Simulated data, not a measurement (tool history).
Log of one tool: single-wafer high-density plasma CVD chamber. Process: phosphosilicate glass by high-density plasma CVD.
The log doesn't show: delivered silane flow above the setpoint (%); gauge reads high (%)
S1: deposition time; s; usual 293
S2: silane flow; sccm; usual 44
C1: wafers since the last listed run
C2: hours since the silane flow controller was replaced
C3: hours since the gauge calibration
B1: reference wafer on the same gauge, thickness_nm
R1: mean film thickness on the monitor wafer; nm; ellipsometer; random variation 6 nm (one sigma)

{"run": 1, "day": 0.0, "S1": 293, "S2": 44, "C1": 0, "C2": 1474.8, "C3": 289.7, "B1": 1362.336, "R1": 1208.295}
{"run": 2, "day": 0.321, "S1": 293, "S2": 44, "C1": 39, "C2": 1482.5, "C3": 297.4, "B1": 1361.132, "R1": 1212.414}
{"run": 3, "day": 0.583, "S1": 293, "S2": 42, "C1": 32, "C2": 1488.8, "C3": 303.7, "B1": 1359.403, "R1": 1150.8}
{"run": 4, "day": 0.833, "S1": 293, "S2": 44, "C1": 31, "C2": 1494.8, "C3": 309.7, "B1": 1359.361, "R1": 1196.193}
{"run": 5, "day": 1.508, "S1": 322, "S2": 44, "C1": 83, "C2": 1511, "C3": 325.9, "B1": 1359.411, "R1": 1329.586}
{"run": 6, "day": 2.188, "S1": 250, "S2": 49, "C1": 84, "C2": 1527.3, "C3": 342.2, "B1": 1358.352, "R1": 1146.216}
{"run": 7, "day": 2.833, "S1": 250, "S2": 49, "C1": 80, "C2": 1542.8, "C3": 357.7, "B1": 1362.939, "R1": 1149.329}
{"run": 8, "day": 3.412, "S1": 250, "S2": 49, "C1": 71, "C2": 1556.7, "C3": 371.6, "B1": 1358.198, "R1": 1138.655}
{"run": 9, "day": 5.429, "S1": 281, "S2": 38, "C1": 250, "C2": 1605.1, "C3": 420, "B1": 1361.328, "R1": 996.24}
{"run": 10, "day": 6.096, "S1": 281, "S2": 38, "C1": 82, "C2": 1621.1, "C3": 436, "B1": 1361.409, "R1": 990.566}
{"run": 11, "day": 6.35, "S1": 281, "S2": 38, "C1": 31, "C2": 1627.2, "C3": 442.1, "B1": 1359.243, "R1": 990.382}
{"run": 12, "day": 6.729, "S1": 293, "S2": 44, "C1": 47, "C2": 1636.3, "C3": 451.2, "B1": 1360.833, "R1": 1204.201}
{"run": 13, "day": 7.367, "S1": 293, "S2": 44, "C1": 79, "C2": 1651.6, "C3": 466.5, "B1": 1359.53, "R1": 1203.698}
{"run": 14, "day": 7.712, "S1": 273, "S2": 44, "C1": 42, "C2": 1659.9, "C3": 474.8, "B1": 1359.772, "R1": 1111.091}
{"run": 15, "day": 8.267, "S1": 273, "S2": 44, "C1": 68, "C2": 1673.2, "C3": 488.1, "B1": 1361.865, "R1": 1120.135}
{"run": 16, "day": 8.888, "S1": 273, "S2": 44, "C1": 77, "C2": 1688.1, "C3": 503, "B1": 1359.89, "R1": 1120.618}
{"run": 17, "day": 9.433, "S1": 253, "S2": 44, "C1": 67, "C2": 1701.2, "C3": 516.1, "B1": 1361.149, "R1": 1039.439}
{"run": 18, "day": 9.8, "S1": 253, "S2": 44, "C1": 45, "C2": 1710, "C3": 524.9, "B1": 1359.869, "R1": 1037.052}
{"run": 19, "day": 10.542, "S1": 253, "S2": 44, "C1": 92, "C2": 1727.8, "C3": 542.7, "B1": 1361.023, "R1": 1043.676}
{"run": 20, "day": 10.908, "S1": 293, "S2": 41, "C1": 45, "C2": 1736.6, "C3": 551.5, "B1": 1361.161, "R1": 1120.397}
{"run": 21, "day": 11.196, "S1": 293, "S2": 41, "C1": 35, "C2": 1743.5, "C3": 558.4, "B1": 1358.342, "R1": 1117.032}
{"day": 12.546, "done": "gauge calibrated"}
{"run": 22, "day": 12.962, "S1": 310, "S2": 52, "C1": 219, "C2": 1785.9, "C3": 10, "B1": 1357.371, "R1": 1485.553}
{"run": 23, "day": 13.675, "S1": 238, "S2": 44, "C1": 88, "C2": 1803, "C3": 27.1, "B1": 1359.346, "R1": 963.926}
{"run": 24, "day": 14.183, "S1": 293, "S2": 44, "C1": 63, "C2": 1815.2, "C3": 39.3, "B1": 1359.295, "R1": 1193.195}
{"run": 25, "day": 14.479, "S1": 349, "S2": 50, "C1": 36, "C2": 1822.3, "C3": 46.4, "B1": 1359.668, "R1": 1606.854}
{"day": 15.079, "done": "silane flow controller replaced"}
{"run": 26, "day": 15.225, "S1": 243, "S2": 40, "C1": 51, "C2": 3.5, "C3": 64.3, "B1": 1359.188, "R1": 966.629}
{"run": 27, "day": 15.917, "S1": 293, "S2": 48, "C1": 85, "C2": 20.1, "C3": 80.9, "B1": 1361.833, "R1": 1383.233}
{"run": 28, "day": 16.417, "S1": 277, "S2": 36, "C1": 62, "C2": 32.1, "C3": 92.9, "B1": 1357.888, "R1": 985.404}
{"run": 29, "day": 16.708, "S1": 329, "S2": 52, "C1": 36, "C2": 39.1, "C3": 99.9, "B1": 1359.813, "R1": 1689.422}
{"run": 30, "day": 16.979, "S1": 334, "S2": 44, "C1": 33, "C2": 45.6, "C3": 106.4, "B1": 1358.883, "R1": 1450.828}
{"run": 31, "day": 17.612, "S1": 293, "S2": 44, "C1": 78, "C2": 60.8, "C3": 121.6, "B1": 1359.897, "R1": 1270.48}
{"run": 32, "day": 17.938, "S1": 293, "S2": 38, "C1": 40, "C2": 68.6, "C3": 129.4, "B1": 1359.158, "R1": 1096.845}
{"run": 33, "day": 18.362, "S1": 293, "S2": 44, "C1": 52, "C2": 78.8, "C3": 139.6, "B1": 1359.677, "R1": 1276.648}
{"run": 34, "day": 18.621, "S1": 319, "S2": 49, "C1": 32, "C2": 85, "C3": 145.8, "B1": 1359.971, "R1": 1536.906}
{"run": 35, "day": 19.2, "S1": 265, "S2": 50, "C1": 71, "C2": 98.9, "C3": 159.7, "B1": 1359.059, "R1": 1297.011}
{"run": 36, "day": 19.812, "S1": 266, "S2": 52, "C1": 76, "C2": 113.6, "C3": 174.4, "B1": 1359.871, "R1": 1365.783}
{"run": 37, "day": 20.517, "S1": 293, "S2": 39, "C1": 87, "C2": 130.5, "C3": 191.3, "B1": 1359.845, "R1": 1120.875}
{"run": 38, "day": 20.862, "S1": 293, "S2": 47, "C1": 42, "C2": 138.8, "C3": 199.6, "B1": 1359.48, "R1": 1348.009}
{"run": 39, "day": 21.283, "S1": 293, "S2": 44, "C1": 52, "C2": 148.9, "C3": 209.7, "B1": 1362.156, "R1": 1274.147}
{"run": 40, "day": 21.662, "S1": 249, "S2": 46, "C1": 47, "C2": 158, "C3": 218.8, "B1": 1359.638, "R1": 1127.069}
{"run": 41, "day": 21.992, "S1": 293, "S2": 47, "C1": 40, "C2": 165.9, "C3": 226.7, "B1": 1361.607, "R1": 1359.389}
{"run": 42, "day": 22.738, "S1": 265, "S2": 38, "C1": 92, "C2": 183.8, "C3": 244.6, "B1": 1361.154, "R1": 998.834}
{"run": 43, "day": 23.058, "S1": 311, "S2": 52, "C1": 39, "C2": 191.5, "C3": 252.3, "B1": 1356.6, "R1": 1587.89}
{"run": 44, "day": 23.638, "S1": 293, "S2": 44, "C1": 71, "C2": 205.4, "C3": 266.2, "B1": 1362.132, "R1": 1273.834}
{"run": 45, "day": 24.329, "S1": 246, "S2": 49, "C1": 85, "C2": 222, "C3": 282.8, "B1": 1360.744, "R1": 1187.081}

Forecast each of these 5 alternatives for the next run:
{"run": "A", "day": 24.35, "S1": 293, "S2": 52, "C1": 2, "C2": 222.5, "C3": 283.3, "B1": "?", "R1": "?"}
{"run": "B", "day": 24.35, "S1": 234, "S2": 37, "C1": 2, "C2": 222.5, "C3": 283.3, "B1": "?", "R1": "?"}
{"run": "C", "day": 24.35, "S1": 236, "S2": 49, "C1": 2, "C2": 222.5, "C3": 283.3, "B1": "?", "R1": "?"}
{"run": "D", "day": 24.35, "S1": 334, "S2": 47, "C1": 2, "C2": 222.5, "C3": 283.3, "B1": "?", "R1": "?"}
{"run": "E", "day": 24.35, "S1": 320, "S2": 51, "C1": 2, "C2": 222.5, "C3": 283.3, "B1": "?", "R1": "?"}

run=A B1=1360.105 R1=1500.215
run=B B1=1360.105 R1=852.511
run=C B1=1360.105 R1=1138.651
run=D B1=1360.105 R1=1545.706
run=E B1=1360.105 R1=1606.951
Without the tool's hidden state the same runs would have given:
run=A R1=1519.265
run=B R1=863.337
run=C R1=1153.11
run=D R1=1565.334
run=E R1=1627.357
